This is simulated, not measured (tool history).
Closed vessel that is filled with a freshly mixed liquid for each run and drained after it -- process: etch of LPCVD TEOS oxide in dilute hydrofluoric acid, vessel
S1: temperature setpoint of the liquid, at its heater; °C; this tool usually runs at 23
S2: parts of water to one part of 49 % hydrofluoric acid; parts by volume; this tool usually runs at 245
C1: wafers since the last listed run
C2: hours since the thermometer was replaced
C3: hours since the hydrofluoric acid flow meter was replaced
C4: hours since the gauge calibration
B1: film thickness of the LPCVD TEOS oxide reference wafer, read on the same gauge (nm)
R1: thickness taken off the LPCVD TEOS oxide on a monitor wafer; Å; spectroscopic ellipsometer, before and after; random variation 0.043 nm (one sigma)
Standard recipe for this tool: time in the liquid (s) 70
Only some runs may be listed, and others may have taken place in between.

Run 1, hour 0: usual settings but time in the liquid (s) 60; C1 0; C2 1146.3; C3 2304.8; C4 205.9; B1 99.97. Result: R1 79.9 Å.
Run 2, hour 15.7: usual settings but time in the liquid (s) 60; C1 1513; C2 1162; C3 2320.5; C4 221.6; B1 99.97. Result: R1 79.9 Å.
At hour 26.8: hydrofluoric acid flow meter replaced.
Run 3, hour 30.4: usual settings; C1 1320; C2 1176.7; C3 3.6; C4 236.3; B1 100.02. Result: R1 99.8 Å.
Run 4, hour 42.1: usual settings; C1 1127; C2 1188.4; C3 15.3; C4 248; B1 100.02. Result: R1 99.9 Å.
Run 5, hour 49.7: usual settings; C1 732; C2 1196; C3 22.9; C4 255.6; B1 99.99. Result: R1 100.6 Å.
Run 6, hour 61.4: usual settings; C1 1127; C2 1207.7; C3 34.6; C4 267.3; B1 99.98. Result: R1 99.2 Å.
Run 7, hour 78.1: usual settings; C1 1609; C2 1224.4; C3 51.3; C4 284; B1 100.02. Result: R1 100.2 Å.
Run 8, hour 123: usual settings but S1 25.5 °C; C1 4327; C2 1269.3; C3 96.2; C4 328.9; B1 100.02. Result: R1 108.9 Å.
Run 9, hour 137.5: usual settings but S1 25.5 °C; C1 1397; C2 1283.8; C3 110.7; C4 343.4; B1 99.96. Result: R1 108.4 Å.
At hour 151: thermometer replaced.
Run 10, hour 173.7: usual settings; C1 3392; C2 22.7; C3 146.9; C4 379.6; B1 100.02. Result: R1 98.8 Å.
Run 11, hour 181.2: usual settings; C1 722; C2 30.2; C3 154.4; C4 387.1; B1 100. Result: R1 98.7 Å.
Run 12, hour 194: usual settings but S1 21.5 °C; C1 1233; C2 43; C3 167.2; C4 399.9; B1 100.01. Result: R1 93.8 Å.
Run 13, hour 205.1: usual settings but S1 21 °C, S2 285 parts by volume, time in the liquid (s) 95; C1 1069; C2 54.1; C3 178.3; C4 411; B1 100. Result: R1 103.5 Å.
Run 14, hour 213.6: usual settings but S1 20 °C, S2 180 parts by volume; C1 819; C2 62.6; C3 186.8; C4 419.5; B1 100.01. Result: R1 127.8 Å.
Run 15, hour 220.1: usual settings but S1 19 °C; C1 626; C2 69.1; C3 193.3; C4 426; B1 100.02. Result: R1 85.5 Å.
Run 16, hour 230: usual settings but S1 27.5 °C, S2 200 parts by volume, time in the liquid (s) 90; C1 954; C2 79; C3 203.2; C4 435.9; B1 99.97. Result: R1 192.5 Å.
Run 17, hour 240.5: usual settings; C1 1011; C2 89.5; C3 213.7; C4 446.4; B1 100.01. Result: R1 99.6 Å.
Run 18, hour 255: usual settings but S1 19 °C, S2 145 parts by volume, time in the liquid (s) 35; C1 1397; C2 104; C3 228.2; C4 460.9; B1 99.97. Result: R1 79.5 Å.
Run 19, hour 287.5: usual settings but time in the liquid (s) 95; C1 3132; C2 136.5; C3 260.7; C4 493.4; B1 100.01. Result: R1 134 Å.
Run 20, hour 296.6: usual settings; C1 877; C2 145.6; C3 269.8; C4 502.5; B1 100. Result: R1 98.8 Å.
At hour 303.9: gauge calibrated.
Run 21, hour 308.4: usual settings but S1 21.5 °C, S2 175 parts by volume, time in the liquid (s) 50; C1 1137; C2 157.4; C3 281.6; C4 4.5; B1 100.02. Result: R1 100.1 Å.
Run 22, hour 316.8: usual settings but S1 21 °C, S2 355 parts by volume; C1 809; C2 165.8; C3 290; C4 12.9; B1 100.02. Result: R1 56.7 Å.
Run 23, hour 332.7: usual settings but S1 21 °C, S2 130 parts by volume; C1 1532; C2 181.7; C3 305.9; C4 28.8; B1 99.99. Result: R1 195.4 Å.
Run 24, hour 344.9: usual settings but S1 19.5 °C, S2 325 parts by volume, time in the liquid (s) 50; C1 1175; C2 193.9; C3 318.1; C4 41; B1 100. Result: R1 43.2 Å.
Run 25, hour 362: usual settings but S1 24.5 °C, S2 330 parts by volume, time in the liquid (s) 95; C1 1648; C2 211; C3 335.2; C4 58.1; B1 100. Result: R1 96 Å.
Run 26, hour 374.6: usual settings; C1 1214; C2 223.6; C3 347.8; C4 70.7; B1 99.99. Result: R1 98.5 Å.
Run 27, hour 388.6: usual settings but S1 26 °C, time in the liquid (s) 100; C1 1349; C2 237.6; C3 361.8; C4 84.7; B1 99.97. Result: R1 156.2 Å.
Run 28, hour 394.9: usual settings; C1 607; C2 243.9; C3 368.1; C4 91; B1 99.98. Result: R1 98.5 Å.
Run 29, hour 401.1: usual settings; C1 597; C2 250.1; C3 374.3; C4 97.2; B1 100. Result: R1 99 Å.
Run 30, hour 412.6: usual settings; C1 1108; C2 261.6; C3 385.8; C4 108.7; B1 100. Result: R1 98.4 Å.
Run 31, hour 423.2: usual settings but S1 19 °C, S2 315 parts by volume; C1 1021; C2 272.2; C3 396.4; C4 119.3; B1 100.01. Result: R1 62.1 Å.
Run 32, hour 437.7: usual settings but S1 20 °C; C1 1397; C2 286.7; C3 410.9; C4 133.8; B1 100.02. Result: R1 87.8 Å.
Run 33, hour 444.3: usual settings but S1 26 °C, time in the liquid (s) 30; C1 636; C2 293.3; C3 417.5; C4 140.4; B1 100. Result: R1 46.9 Å.

Each row is a separate what-if for the run after 33, all from the same tool condition, not one after another. Results?
Run A, hour 445: usual settings; C1 67; C2 294; C3 418.2; C4 141.1; B1 ?. Result: R1 ?.
Run B, hour 445: usual settings but S1 26.5 °C, S2 335 parts by volume; C1 67; C2 294; C3 418.2; C4 141.1; B1 ?. Result: R1 ?.
Run C, hour 445: usual settings but S1 19 °C, S2 340 parts by volume, time in the liquid (s) 40; C1 67; C2 294; C3 418.2; C4 141.1; B1 ?. Result: R1 ?.
Run D, hour 445: usual settings but S1 19.5 °C, S2 310 parts by volume, time in the liquid (s) 40; C1 67; C2 294; C3 418.2; C4 141.1; B1 ?. Result: R1 ?.

run     B1    R1
  A  99.98  98.7
  B  99.98  74.3
  C  99.98  32.2
  D  99.98  36.9
Had the tool no hidden state, the same runs would have come out as:
run     R1
  A  101.9
  B   76.9
  C   33.3
  D   38.1
